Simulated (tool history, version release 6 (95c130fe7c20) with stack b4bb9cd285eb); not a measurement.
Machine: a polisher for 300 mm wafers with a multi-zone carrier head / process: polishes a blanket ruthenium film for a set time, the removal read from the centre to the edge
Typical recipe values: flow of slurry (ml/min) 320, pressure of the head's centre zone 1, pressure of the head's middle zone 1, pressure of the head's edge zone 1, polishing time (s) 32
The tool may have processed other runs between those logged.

run	hour	flow of slurry (ml/min)	pressure of the head's centre zone	pressure of the head's middle zone	pressure of the head's edge zone	polishing time (s)	wafers since the last listed run	wafers polished on this pad	hours since the slurry nozzle was cleaned	hours since the centre zone pressure was calibrated	hours since the edge zone pressure was calibrated	hours since the carrier head's membrane was replaced	incoming thickness of the incoming film, nm	film removed at the wafer's centre (angstrom)	film removed at mid-radius (angstrom)	film removed at the wafer's edge (angstrom)
1	0	320	1.05	1	1	32	0	897	515.8	860.8	540.8	2159.9	290.2	169	166	169
2	39.8	320	1.05	1	1	32	394	1292	555.6	900.6	580.6	2199.7	289.7	167	164	163
# hour 55.6: worn pad replaced by a new one
# hour 63.5: carrier head's membrane replaced by a new one
3	64	320	1.06	1	1.06	32	150	34	579.8	924.8	604.8	0.5	285	175	168	171
4	90.8	320	1.06	1	1.06	32	265	299	606.6	951.6	631.6	27.3	285.9	174	172	171
5	113.2	365	1	1	1	35	221	521	629	974	654	49.7	292.5	185	190	188
6	153.4	320	0.89	1	1	37	398	919	669.2	1014.2	694.2	89.9	293.2	171	192	194
7	175.6	320	1	1	1	32	219	1139	691.4	1036.4	716.4	112.1	290.7	162	161	162
# hour 196.4: worn pad replaced by a new one
8	210.5	215	1	1	0.97	22	306	139	726.3	1071.3	751.3	147	288.4	104	107	107
9	232.6	320	1.06	1	1.06	32	218	358	748.4	1093.4	773.4	169.1	292.6	176	171	178
10	268.5	320	0.96	1	1	32	355	713	784.3	1129.3	809.3	205	289.1	158	168	167
# hour 283.3: edge zone pressure recalibrated
# hour 283.6: centre zone pressure recalibrated
11	284.1	240	1	1	0.91	32	131	844	799.9	0.5	0.8	220.6	293.3	153	154	154
# hour 297.1: slurry nozzle cleaned
12	307.3	365	1.07	1.06	1	26	219	1064	10.2	23.7	24	243.8	292.9	149	151	144
# hour 324.1: worn pad replaced by a new one
13	333.2	235	1	1	1	32	216	89	36.1	49.6	49.9	269.7	290.4	172	173	172
14	349.5	430	1	0.97	0.96	23	161	251	52.4	65.9	66.2	286	291.4	131	130	129
15	370.4	320	1.06	1	1.06	32	206	458	73.3	86.8	87.1	306.9	292.5	187	177	186
16	393.1	350	1.1	0.96	1	23	224	682	96	109.5	109.8	329.6	290.6	138	124	127
17	422.7	320	1	1	1.07	27	293	975	125.6	139.1	139.4	359.2	291.3	146	145	155
18	437.1	320	1	1	1	32	142	1118	140	153.5	153.8	373.6	292.7	171	173	174
19	458.3	320	1	1	1	32	209	1328	161.2	174.7	175	394.8	285.8	167	174	169
20	474.5	320	1	0.95	1	35	160	1488	177.4	190.9	191.2	411	290.3	182	173	186
# hour 483.6: worn pad replaced by a new one
21	496	320	0.9	0.91	0.92	25	173	122	198.9	212.4	212.7	432.5	289.3	124	130	131

Each row is a separate what-if for the run after 21, all from the same tool condition, not one after another. Results?
A	496.4	320	1	1	1	32	3	126	199.3	212.8	213.1	432.9	291.5	?	?	?
B	496.4	320	0.88	1	1.1	40	3	126	199.3	212.8	213.1	432.9	291.5	?	?	?
C	496.4	320	1	1	0.95	32	3	126	199.3	212.8	213.1	432.9	291.5	?	?	?
D	496.4	320	1	1	1.06	32	3	126	199.3	212.8	213.1	432.9	291.5	?	?	?
E	496.4	320	1	1.09	1.06	32	3	126	199.3	212.8	213.1	432.9	291.5	?	?	?

run	film removed at the wafer's centre (angstrom)	film removed at mid-radius (angstrom)	film removed at the wafer's edge (angstrom)
A	177	177	177
B	198	221	231
C	177	177	172
D	177	177	182
E	177	190	182
Take away the tool's hidden state, keep each run's random variation, and the runs would have read:
run	film removed at the wafer's centre (angstrom)	film removed at mid-radius (angstrom)	film removed at the wafer's edge (angstrom)
A	183	183	181
B	205	228	237
C	183	183	177
D	183	183	186
E	183	196	186

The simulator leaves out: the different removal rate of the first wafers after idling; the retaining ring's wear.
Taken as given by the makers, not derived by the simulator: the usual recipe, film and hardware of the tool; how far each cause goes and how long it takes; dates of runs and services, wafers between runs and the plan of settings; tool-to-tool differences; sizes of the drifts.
